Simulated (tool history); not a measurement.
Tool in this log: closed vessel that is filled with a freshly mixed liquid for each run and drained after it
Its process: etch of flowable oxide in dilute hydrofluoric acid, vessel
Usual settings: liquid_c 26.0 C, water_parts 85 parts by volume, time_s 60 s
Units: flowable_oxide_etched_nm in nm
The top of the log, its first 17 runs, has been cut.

run,hour,liquid_c,water_parts,time_s,"read-back film thickness of the flowable oxide reference wafer, read on the same gauge (nm)",flowable_oxide_etched_nm
18,1303.4,26.0,85,60,30.03,23.59
19,1356.0,26.0,85,60,30.03,23.42
# hour 1418.7: hydrofluoric acid flow meter replaced
20,1549.5,28.5,85,80,30.01,33.57
21,1590.2,26.0,70,60,30.01,28.06
22,1674.7,21.5,50,60,30.02,33.76
23,1737.4,30.0,70,60,30.00,33.65
24,1796.9,26.0,110,60,30.01,17.38
25,1851.6,26.0,85,60,29.99,23.31
26,1938.9,26.0,85,60,30.03,23.16
27,2046.1,26.0,55,40,30.03,25.34
28,2139.6,26.0,55,60,30.00,37.82
29,2178.8,27.5,70,50,30.00,26.17
30,2261.4,28.5,45,80,29.99,70.38
31,2306.8,28.5,85,80,30.02,35.33
# hour 2328.2: hydrofluoric acid flow meter replaced
32,2477.4,28.0,85,60,29.99,24.45
33,2724.1,26.0,85,60,30.01,23.24
34,2774.3,28.5,85,90,29.98,38.10

Branching from run 34: 3 alternative next runs. What would each branch give?
A,2775.0,26.0,85,60,?,?
B,2775.0,29.0,85,60,?,?
C,2775.0,26.0,50,30,?,?

run,"read-back film thickness of the flowable oxide reference wafer, read on the same gauge (nm)",flowable_oxide_etched_nm
A,29.98,23.15
B,29.98,26.01
C,29.98,20.61
What these runs would have given with no unlogged condition in the tool:
run,flowable_oxide_etched_nm
A,22.50
B,25.28
C,20.05
